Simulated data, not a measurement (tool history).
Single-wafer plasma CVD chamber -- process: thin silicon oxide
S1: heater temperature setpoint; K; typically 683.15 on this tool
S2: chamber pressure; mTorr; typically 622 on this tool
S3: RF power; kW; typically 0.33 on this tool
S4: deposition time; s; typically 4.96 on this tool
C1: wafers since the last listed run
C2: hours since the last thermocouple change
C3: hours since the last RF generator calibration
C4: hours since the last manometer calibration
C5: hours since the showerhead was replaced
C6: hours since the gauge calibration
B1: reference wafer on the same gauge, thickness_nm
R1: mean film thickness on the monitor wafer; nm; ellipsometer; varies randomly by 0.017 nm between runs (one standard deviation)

run	hour	S1	S2	S3	S4	C1	C2	C3	C4	C5	C6	B1	R1
1	0	683.15	622	0.33	4.21	0	2124.9	920.3	2578	2723	501.9	7.049	5.819
2	29.3	683.15	622	0.33	4.21	807	2154.2	949.6	2607.3	2752.3	531.2	7.048	5.774
3	61.5	683.15	687	0.33	4.96	887	2186.4	981.8	2639.5	2784.5	563.4	7.048	7.516
4	83	683.15	687	0.33	4.96	592	2207.9	1003.3	2661	2806	584.9	7.049	7.479
5	96.3	683.15	687	0.33	4.96	366	2221.2	1016.6	2674.3	2819.3	598.2	7.047	7.49
6	116.5	683.15	622	0.33	4.28	556	2241.4	1036.8	2694.5	2839.5	618.4	7.048	5.847
7	133.9	683.15	622	0.33	4.96	479	2258.8	1054.2	2711.9	2856.9	635.8	7.052	6.742
8	158.3	683.15	509	0.33	4.96	672	2283.2	1078.6	2736.3	2881.3	660.2	7.05	5.492
9	170.8	683.15	512	0.33	4.52	344	2295.7	1091.1	2748.8	2893.8	672.7	7.051	5.03
10	195.3	690.15	622	0.33	4.96	675	2320.2	1115.6	2773.3	2918.3	697.2	7.049	6.701
11	290.7	690.15	622	0.33	4.96	2629	2415.6	1211	2868.7	3013.7	792.6	7.051	6.615
12	306.8	690.15	622	0.33	4.96	443	2431.7	1227.1	2884.8	3029.8	808.7	7.052	6.607
13	325.3	683.15	622	0.305	4.96	509	2450.2	1245.6	2903.3	3048.3	827.2	7.05	6.41
14	340.1	683.15	622	0.33	4.96	407	2465	1260.4	2918.1	3063.1	842	7.049	6.642
# hour 361.6: gauge calibrated
15	370.3	683.15	622	0.305	4.5	832	2495.2	1290.6	2948.3	3093.3	8.7	7.051	5.78
# hour 407.1: capacitance manometer re-zeroed and calibrated
16	407.6	683.15	622	0.33	4.34	807	2532.5	1327.9	0.5	3130.6	46	7.049	6.246
17	434.8	683.15	622	0.33	4.96	749	2559.7	1355.1	27.7	3157.8	73.2	7.048	7.161
18	462	683.15	482	0.33	5.9	749	2586.9	1382.3	54.9	3185	100.4	7.051	6.542
19	486.2	695.15	622	0.29	4.31	666	2611.1	1406.5	79.1	3209.2	124.6	7.05	5.789
20	517.5	683.15	622	0.295	4.42	862	2642.4	1437.8	110.4	3240.5	155.9	7.052	6.025
# hour 534.6: thermocouple changed; heater temperature recalibrated
21	541.3	683.15	622	0.33	5.5	435	6.7	1461.6	134.2	3264.3	179.7	7.051	7.868
22	554.3	683.15	622	0.33	4.26	358	19.7	1474.6	147.2	3277.3	192.7	7.05	6.107
# hour 563.9: RF generator calibrated
23	576.8	683.15	622	0.365	4.96	399	42.2	12.9	169.7	3299.8	215.2	7.053	7.667
# hour 592.6: showerhead replaced
24	594.8	683.15	687	0.33	4.96	275	60.2	30.9	187.7	2.2	233.2	7.05	8.15
25	626.6	696.15	622	0.33	4.96	876	92	62.7	219.5	34	265	7.049	7.319
26	646.5	683.15	662	0.33	4.96	548	111.9	82.6	239.4	53.9	284.9	7.049	7.829
27	678.5	683.15	564	0.355	5.26	881	143.9	114.6	271.4	85.9	316.9	7.052	7.276
28	714.4	683.15	622	0.33	4.06	989	179.8	150.5	307.3	121.8	352.8	7.049	6.012
29	746.9	683.15	622	0.33	4.96	895	212.3	183	339.8	154.3	385.3	7.047	7.339

Below are 4 alternative next runs, each starting from the tool's condition after run 29. Predict each:
A	747.3	683.15	622	0.33	4.65	11	212.7	183.4	340.2	154.7	385.7	?	?
B	747.3	687.15	745	0.285	5.3	11	212.7	183.4	340.2	154.7	385.7	?	?
C	747.3	687.15	622	0.33	4.96	11	212.7	183.4	340.2	154.7	385.7	?	?
D	747.3	697.15	622	0.33	4.96	11	212.7	183.4	340.2	154.7	385.7	?	?

run	B1	R1
A	7.048	6.887
B	7.048	8.753
C	7.048	7.323
D	7.048	7.27
With the hidden condition removed and each run's random variation left untouched, the same runs would have given:
run	R1
A	7.021
B	8.925
C	7.466
D	7.411
